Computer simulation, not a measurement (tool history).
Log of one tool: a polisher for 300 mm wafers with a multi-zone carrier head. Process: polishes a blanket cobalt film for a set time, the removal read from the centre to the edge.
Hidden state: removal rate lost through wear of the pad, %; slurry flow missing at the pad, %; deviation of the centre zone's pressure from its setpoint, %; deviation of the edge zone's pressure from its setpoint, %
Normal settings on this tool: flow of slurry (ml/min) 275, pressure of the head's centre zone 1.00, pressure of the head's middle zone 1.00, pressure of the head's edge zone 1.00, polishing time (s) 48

run,day,flow of slurry (ml/min),pressure of the head's centre zone,pressure of the head's middle zone,pressure of the head's edge zone,polishing time (s),wafers since the last listed run,wafers polished on this pad,hours since the slurry nozzle was cleaned,hours since the centre zone pressure was calibrated,hours since the edge zone pressure was calibrated,hours since the carrier head's membrane was replaced,"incoming thickness of the incoming film, nm",film removed at the wafer's centre (nm),film removed at mid-radius (nm),film removed at the wafer's edge (nm)
1,0.000,275,1.05,0.88,1.05,39,0,1873,672.3,293.2,245.7,375.4,748.5,128.4,111.6,116.2
2,2.812,335,1.00,1.04,1.00,36,987,2861,739.8,360.7,313.2,442.9,748.7,115.2,117.3,107.5
# day 2.896: slurry nozzle cleaned
3,4.592,275,1.00,1.05,1.00,48,610,3471,40.7,403.4,355.9,485.6,740.1,151.9,157.9,139.3
4,5.896,275,1.00,1.00,1.00,48,458,3929,72.0,434.7,387.2,516.9,753.6,153.3,148.6,139.8
# day 7.892: carrier head's membrane replaced by a new one
5,8.892,240,1.00,1.00,0.91,48,978,4908,143.9,506.6,459.1,24.0,739.3,151.4,147.4,132.9
6,10.842,275,1.00,1.05,0.95,48,684,5593,190.7,553.4,505.9,70.8,742.7,155.4,150.9,140.7
7,13.179,275,1.04,1.10,0.92,31,820,6414,246.8,609.5,562.0,126.9,751.6,106.5,102.7,88.2
# day 14.658: worn pad replaced by a new one
8,15.667,275,1.08,1.10,0.92,53,815,353,306.5,669.2,621.7,186.6,760.3,188.8,177.1,150.2
# day 16.479: centre zone pressure recalibrated
9,16.871,275,1.00,1.07,0.89,48,393,747,335.4,9.4,650.6,215.5,743.8,148.8,157.1,133.7
10,19.625,305,0.89,1.09,1.00,35,967,1714,401.5,75.5,716.7,281.6,744.5,99.0,116.4,102.1
11,20.958,275,1.00,1.00,1.00,48,468,2182,433.5,107.5,748.7,313.6,745.6,150.2,151.2,140.2
12,23.392,275,1.09,1.00,1.00,48,854,3037,491.9,165.9,807.1,372.0,760.8,166.4,149.7,141.0
13,25.988,205,1.09,1.00,0.91,42,911,3949,554.2,228.2,869.4,434.3,750.5,140.2,126.8,116.9
# day 28.338: edge zone pressure recalibrated
14,28.588,235,1.00,1.00,0.95,48,883,4832,616.6,290.6,6.0,496.7,753.7,151.5,148.9,135.9
# day 29.604: carrier head's membrane replaced by a new one
15,30.029,275,1.00,1.00,1.00,48,433,5266,651.2,325.2,40.6,10.2,762.8,153.9,147.7,141.0
# day 30.458: worn pad replaced by a new one
16,31.746,275,1.10,0.93,1.11,59,544,452,692.4,366.4,81.8,51.4,756.4,209.5,175.4,180.4
17,34.304,275,1.00,1.00,1.00,41,898,1351,753.8,427.8,143.2,112.8,762.6,135.5,128.1,121.2
# day 35.808: slurry nozzle cleaned
18,36.200,345,1.00,1.00,1.11,56,651,2002,9.4,473.3,188.7,158.3,737.0,187.9,182.8,176.1
19,37.558,310,1.00,1.00,1.03,53,477,2479,42.0,505.9,221.3,190.9,754.5,179.0,171.5,159.3
20,39.304,330,1.00,1.00,1.00,48,613,3092,83.9,547.8,263.2,232.8,747.3,160.3,150.8,144.3
21,41.262,180,1.00,1.00,1.00,48,687,3780,130.9,594.8,310.2,279.8,756.1,154.1,148.1,134.8

Consider 5 possible next runs. They are alternatives, not a sequence: every one starts from the tool as it was left by run 21. What does each give?
A,41.279,245,1.00,1.00,1.00,48,5,3785,131.3,595.2,310.6,280.2,743.0,?,?,?
B,41.279,275,1.00,1.00,1.00,57,5,3785,131.3,595.2,310.6,280.2,743.0,?,?,?
C,41.279,275,1.00,0.93,1.06,48,5,3785,131.3,595.2,310.6,280.2,743.0,?,?,?
D,41.279,275,0.89,1.00,0.89,37,5,3785,131.3,595.2,310.6,280.2,743.0,?,?,?
E,41.279,275,1.00,1.00,1.06,48,5,3785,131.3,595.2,310.6,280.2,743.0,?,?,?

run,film removed at the wafer's centre (nm),film removed at mid-radius (nm),film removed at the wafer's edge (nm)
A,159.1,149.2,138.9
B,191.4,179.3,166.3
C,161.1,144.4,143.3
D,110.6,116.5,103.6
E,161.2,150.9,143.2
Without the tool's unlogged condition, the same runs would have read:
run,film removed at the wafer's centre (nm),film removed at mid-radius (nm),film removed at the wafer's edge (nm)
A,143.8,149.3,138.9
B,172.9,179.4,166.3
C,145.6,144.5,143.3
D,99.8,116.5,103.6
E,145.6,151.0,143.2
